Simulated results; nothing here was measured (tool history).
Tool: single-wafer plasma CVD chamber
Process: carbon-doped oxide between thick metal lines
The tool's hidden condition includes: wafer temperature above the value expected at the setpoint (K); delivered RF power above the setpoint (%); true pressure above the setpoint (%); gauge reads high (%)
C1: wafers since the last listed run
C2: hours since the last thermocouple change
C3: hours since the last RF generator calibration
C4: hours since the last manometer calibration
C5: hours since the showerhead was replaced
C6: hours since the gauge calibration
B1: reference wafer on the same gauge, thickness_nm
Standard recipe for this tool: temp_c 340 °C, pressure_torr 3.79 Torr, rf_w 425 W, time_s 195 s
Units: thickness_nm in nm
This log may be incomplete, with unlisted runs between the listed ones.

run 1 hour=0.0 | temp_c=351 pressure_torr=3.79 rf_w=425 time_s=166 | C1=0 C2=1447.9 C3=0.5 C4=2901.6 C5=6766.4 C6=2704.2 | B1=731.409 | thickness_nm=755.047
-- hour=11.4 thermocouple changed; heater temperature recalibrated
-- hour=54.5 capacitance manometer re-zeroed and calibrated
run 2 hour=84.6 | temp_c=330 pressure_torr=3.45 rf_w=425 time_s=195 | C1=421 C2=73.2 C3=85.1 C4=30.1 C5=6851.0 C6=2788.8 | B1=731.665 | thickness_nm=911.948
run 3 hour=150.3 | temp_c=330 pressure_torr=3.45 rf_w=425 time_s=195 | C1=404 C2=138.9 C3=150.8 C4=95.8 C5=6916.7 C6=2854.5 | B1=731.979 | thickness_nm=909.044
run 4 hour=204.7 | temp_c=340 pressure_torr=3.79 rf_w=425 time_s=195 | C1=334 C2=193.3 C3=205.2 C4=150.2 C5=6971.1 C6=2908.9 | B1=732.140 | thickness_nm=907.679
-- hour=240.4 gauge calibrated
run 5 hour=274.4 | temp_c=340 pressure_torr=3.79 rf_w=425 time_s=195 | C1=428 C2=263.0 C3=274.9 C4=219.9 C5=7040.8 C6=34.0 | B1=732.530 | thickness_nm=909.852
run 6 hour=329.2 | temp_c=340 pressure_torr=3.79 rf_w=425 time_s=195 | C1=337 C2=317.8 C3=329.7 C4=274.7 C5=7095.6 C6=88.8 | B1=731.848 | thickness_nm=904.551
run 7 hour=432.0 | temp_c=340 pressure_torr=3.79 rf_w=425 time_s=195 | C1=632 C2=420.6 C3=432.5 C4=377.5 C5=7198.4 C6=191.6 | B1=731.905 | thickness_nm=903.746
run 8 hour=484.9 | temp_c=340 pressure_torr=3.79 rf_w=425 time_s=195 | C1=325 C2=473.5 C3=485.4 C4=430.4 C5=7251.3 C6=244.5 | B1=732.153 | thickness_nm=911.287
run 9 hour=545.7 | temp_c=355 pressure_torr=3.26 rf_w=425 time_s=195 | C1=373 C2=534.3 C3=546.2 C4=491.2 C5=7312.1 C6=305.3 | B1=732.546 | thickness_nm=854.905
run 10 hour=653.0 | temp_c=340 pressure_torr=4.09 rf_w=425 time_s=195 | C1=659 C2=641.6 C3=653.5 C4=598.5 C5=7419.4 C6=412.6 | B1=732.010 | thickness_nm=924.211
run 11 hour=701.4 | temp_c=350 pressure_torr=2.87 rf_w=425 time_s=195 | C1=297 C2=690.0 C3=701.9 C4=646.9 C5=7467.8 C6=461.0 | B1=731.976 | thickness_nm=854.515
run 12 hour=744.7 | temp_c=330 pressure_torr=4.08 rf_w=470 time_s=210 | C1=266 C2=733.3 C3=745.2 C4=690.2 C5=7511.1 C6=504.3 | B1=731.624 | thickness_nm=1078.370
run 13 hour=836.1 | temp_c=340 pressure_torr=3.79 rf_w=425 time_s=178 | C1=562 C2=824.7 C3=836.6 C4=781.6 C5=7602.5 C6=595.7 | B1=731.694 | thickness_nm=829.696
-- hour=910.4 showerhead replaced
run 14 hour=939.1 | temp_c=335 pressure_torr=3.39 rf_w=345 time_s=195 | C1=584 C2=927.7 C3=939.6 C4=884.6 C5=28.7 C6=698.7 | B1=731.671 | thickness_nm=812.501
-- hour=978.8 RF generator calibrated
run 15 hour=994.4 | temp_c=328 pressure_torr=3.09 rf_w=455 time_s=213 | C1=290 C2=983.0 C3=15.6 C4=939.9 C5=84.0 C6=754.0 | B1=731.985 | thickness_nm=1032.540
run 16 hour=1054.3 | temp_c=340 pressure_torr=3.79 rf_w=425 time_s=195 | C1=368 C2=1042.9 C3=75.5 C4=999.8 C5=143.9 C6=813.9 | B1=732.315 | thickness_nm=914.511
run 17 hour=1114.9 | temp_c=349 pressure_torr=3.35 rf_w=345 time_s=180 | C1=372 C2=1103.5 C3=136.1 C4=1060.4 C5=204.5 C6=874.5 | B1=731.836 | thickness_nm=722.928
run 18 hour=1182.5 | temp_c=340 pressure_torr=3.79 rf_w=425 time_s=195 | C1=415 C2=1171.1 C3=203.7 C4=1128.0 C5=272.1 C6=942.1 | B1=732.021 | thickness_nm=908.242
run 19 hour=1290.0 | temp_c=353 pressure_torr=2.99 rf_w=365 time_s=163 | C1=661 C2=1278.6 C3=311.2 C4=1235.5 C5=379.6 C6=1049.6 | B1=732.356 | thickness_nm=658.272
run 20 hour=1346.3 | temp_c=340 pressure_torr=4.57 rf_w=425 time_s=185 | C1=346 C2=1334.9 C3=367.5 C4=1291.8 C5=435.9 C6=1105.9 | B1=731.610 | thickness_nm=898.853
run 21 hour=1421.9 | temp_c=352 pressure_torr=4.59 rf_w=425 time_s=177 | C1=464 C2=1410.5 C3=443.1 C4=1367.4 C5=511.5 C6=1181.5 | B1=731.766 | thickness_nm=833.034
run 22 hour=1512.1 | temp_c=352 pressure_torr=3.14 rf_w=500 time_s=157 | C1=554 C2=1500.7 C3=533.3 C4=1457.6 C5=601.7 C6=1271.7 | B1=731.770 | thickness_nm=750.562
-- hour=1532.0 thermocouple changed; heater temperature recalibrated
run 23 hour=1568.9 | temp_c=340 pressure_torr=3.79 rf_w=425 time_s=195 | C1=300 C2=36.9 C3=590.1 C4=1514.4 C5=658.5 C6=1328.5 | B1=731.917 | thickness_nm=895.179
run 24 hour=1664.6 | temp_c=340 pressure_torr=3.79 rf_w=425 time_s=195 | C1=588 C2=132.6 C3=685.8 C4=1610.1 C5=754.2 C6=1424.2 | B1=731.589 | thickness_nm=900.543
run 25 hour=1736.8 | temp_c=331 pressure_torr=4.66 rf_w=425 time_s=195 | C1=444 C2=204.8 C3=758.0 C4=1682.3 C5=826.4 C6=1496.4 | B1=732.130 | thickness_nm=958.779
run 26 hour=1839.6 | temp_c=355 pressure_torr=3.79 rf_w=425 time_s=195 | C1=632 C2=307.6 C3=860.8 C4=1785.1 C5=929.2 C6=1599.2 | B1=731.863 | thickness_nm=869.263
run 27 hour=1900.2 | temp_c=349 pressure_torr=3.79 rf_w=345 time_s=195 | C1=372 C2=368.2 C3=921.4 C4=1845.7 C5=989.8 C6=1659.8 | B1=732.025 | thickness_nm=795.486
-- hour=1937.2 RF generator calibrated
run 28 hour=1967.8 | temp_c=340 pressure_torr=3.79 rf_w=425 time_s=195 | C1=366 C2=435.8 C3=30.6 C4=1913.3 C5=1057.4 C6=1727.4 | B1=731.704 | thickness_nm=911.843
run 29 hour=2036.7 | temp_c=340 pressure_torr=3.79 rf_w=425 time_s=195 | C1=423 C2=504.7 C3=99.5 C4=1982.2 C5=1126.3 C6=1796.3 | B1=731.797 | thickness_nm=906.002

Here are 3 independent what-if runs from the current tool condition. What would each one return?
run A hour=2037.2 | temp_c=340 pressure_torr=3.79 rf_w=425 time_s=195 | C1=3 C2=505.2 C3=100.0 C4=1982.7 C5=1126.8 C6=1796.8 | B1=? | thickness_nm=?
run B hour=2037.2 | temp_c=348 pressure_torr=3.79 rf_w=425 time_s=162 | C1=3 C2=505.2 C3=100.0 C4=1982.7 C5=1126.8 C6=1796.8 | B1=? | thickness_nm=?
run C hour=2037.2 | temp_c=340 pressure_torr=3.12 rf_w=425 time_s=195 | C1=3 C2=505.2 C3=100.0 C4=1982.7 C5=1126.8 C6=1796.8 | B1=? | thickness_nm=?

run=A B1=732.439 thickness_nm=907.997
run=B B1=732.439 thickness_nm=739.949
run=C B1=732.439 thickness_nm=880.954
Stripped of hidden state, with their random variation kept, the same runs would have yielded:
run=A thickness_nm=900.559
run=B thickness_nm=734.431
run=C thickness_nm=873.739
